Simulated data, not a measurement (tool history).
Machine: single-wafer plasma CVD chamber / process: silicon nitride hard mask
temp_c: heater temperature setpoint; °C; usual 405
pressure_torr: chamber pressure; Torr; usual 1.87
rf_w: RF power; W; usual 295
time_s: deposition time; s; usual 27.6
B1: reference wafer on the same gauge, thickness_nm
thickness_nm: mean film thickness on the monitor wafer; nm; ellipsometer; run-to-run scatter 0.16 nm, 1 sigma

{"run": 1, "hour": 0.0, "temp_c": 405, "pressure_torr": 1.87, "rf_w": 295, "time_s": 27.6, "B1": 31.797, "thickness_nm": 31.236}
{"run": 2, "hour": 54.7, "temp_c": 405, "pressure_torr": 1.87, "rf_w": 295, "time_s": 27.6, "B1": 31.828, "thickness_nm": 30.957}
{"run": 3, "hour": 79.0, "temp_c": 405, "pressure_torr": 1.87, "rf_w": 295, "time_s": 27.6, "B1": 31.806, "thickness_nm": 31.053}
{"run": 4, "hour": 112.8, "temp_c": 405, "pressure_torr": 2.17, "rf_w": 325, "time_s": 27.6, "B1": 31.799, "thickness_nm": 34.455}
{"run": 5, "hour": 176.0, "temp_c": 405, "pressure_torr": 2.17, "rf_w": 325, "time_s": 27.6, "B1": 31.764, "thickness_nm": 34.538}
{"run": 6, "hour": 209.2, "temp_c": 405, "pressure_torr": 1.87, "rf_w": 295, "time_s": 27.6, "B1": 31.753, "thickness_nm": 30.598}
{"run": 7, "hour": 254.6, "temp_c": 405, "pressure_torr": 1.87, "rf_w": 295, "time_s": 27.6, "B1": 31.797, "thickness_nm": 30.854}
{"hour": 301.1, "done": "gauge calibrated"}
{"run": 8, "hour": 308.7, "temp_c": 405, "pressure_torr": 1.87, "rf_w": 295, "time_s": 27.6, "B1": 31.775, "thickness_nm": 30.673}
{"run": 9, "hour": 343.2, "temp_c": 399, "pressure_torr": 1.87, "rf_w": 295, "time_s": 27.6, "B1": 31.796, "thickness_nm": 30.612}
{"run": 10, "hour": 410.6, "temp_c": 405, "pressure_torr": 1.87, "rf_w": 295, "time_s": 27.6, "B1": 31.796, "thickness_nm": 30.382}
{"run": 11, "hour": 469.3, "temp_c": 400, "pressure_torr": 1.87, "rf_w": 295, "time_s": 27.6, "B1": 31.831, "thickness_nm": 30.417}
{"run": 12, "hour": 501.9, "temp_c": 400, "pressure_torr": 1.87, "rf_w": 295, "time_s": 27.6, "B1": 31.754, "thickness_nm": 30.445}
{"run": 13, "hour": 564.9, "temp_c": 405, "pressure_torr": 1.54, "rf_w": 295, "time_s": 27.6, "B1": 31.801, "thickness_nm": 29.575}
{"hour": 581.0, "done": "thermocouple changed; heater temperature recalibrated"}
{"run": 14, "hour": 591.6, "temp_c": 398, "pressure_torr": 2.13, "rf_w": 310, "time_s": 31.0, "B1": 31.785, "thickness_nm": 36.589}
{"hour": 622.5, "done": "showerhead replaced"}
{"run": 15, "hour": 624.2, "temp_c": 399, "pressure_torr": 1.87, "rf_w": 295, "time_s": 27.6, "B1": 31.754, "thickness_nm": 30.549}
{"run": 16, "hour": 672.4, "temp_c": 405, "pressure_torr": 1.42, "rf_w": 350, "time_s": 30.9, "B1": 31.782, "thickness_nm": 38.01}
{"hour": 688.9, "done": "RF generator calibrated"}
{"hour": 704.0, "done": "capacitance manometer re-zeroed and calibrated"}
{"run": 17, "hour": 713.3, "temp_c": 398, "pressure_torr": 1.5, "rf_w": 315, "time_s": 25.2, "B1": 31.785, "thickness_nm": 29.948}
{"hour": 751.1, "done": "gauge calibrated"}
{"run": 18, "hour": 756.8, "temp_c": 396, "pressure_torr": 1.87, "rf_w": 240, "time_s": 27.6, "B1": 31.761, "thickness_nm": 25.472}
{"run": 19, "hour": 781.8, "temp_c": 399, "pressure_torr": 1.87, "rf_w": 295, "time_s": 27.6, "B1": 31.775, "thickness_nm": 31.947}
{"run": 20, "hour": 809.7, "temp_c": 405, "pressure_torr": 1.7, "rf_w": 240, "time_s": 24.7, "B1": 31.837, "thickness_nm": 22.304}
{"run": 21, "hour": 862.6, "temp_c": 416, "pressure_torr": 1.44, "rf_w": 295, "time_s": 30.1, "B1": 31.796, "thickness_nm": 32.925}
{"run": 22, "hour": 932.1, "temp_c": 405, "pressure_torr": 1.99, "rf_w": 295, "time_s": 27.6, "B1": 31.822, "thickness_nm": 31.647}
{"run": 23, "hour": 981.9, "temp_c": 391, "pressure_torr": 2.28, "rf_w": 270, "time_s": 30.6, "B1": 31.834, "thickness_nm": 32.636}

Here are 5 independent what-if runs from the current tool condition. What would each one return?
{"run": "A", "hour": 982.3, "temp_c": 405, "pressure_torr": 1.87, "rf_w": 295, "time_s": 24.6, "B1": "?", "thickness_nm": "?"}
{"run": "B", "hour": 982.3, "temp_c": 394, "pressure_torr": 2.05, "rf_w": 295, "time_s": 29.1, "B1": "?", "thickness_nm": "?"}
{"run": "C", "hour": 982.3, "temp_c": 405, "pressure_torr": 1.49, "rf_w": 295, "time_s": 27.6, "B1": "?", "thickness_nm": "?"}
{"run": "D", "hour": 982.3, "temp_c": 419, "pressure_torr": 2.15, "rf_w": 295, "time_s": 27.6, "B1": "?", "thickness_nm": "?"}
{"run": "E", "hour": 982.3, "temp_c": 405, "pressure_torr": 2.22, "rf_w": 270, "time_s": 29.7, "B1": "?", "thickness_nm": "?"}

run=A B1=31.858 thickness_nm=27.519
run=B B1=31.858 thickness_nm=33.179
run=C B1=31.858 thickness_nm=29.870
run=D B1=31.858 thickness_nm=31.306
run=E B1=31.858 thickness_nm=31.120
Without the tool's hidden state the same runs would have given:
run=A thickness_nm=28.430
run=B thickness_nm=34.277
run=C thickness_nm=30.859
run=D thickness_nm=32.343
run=E thickness_nm=32.192
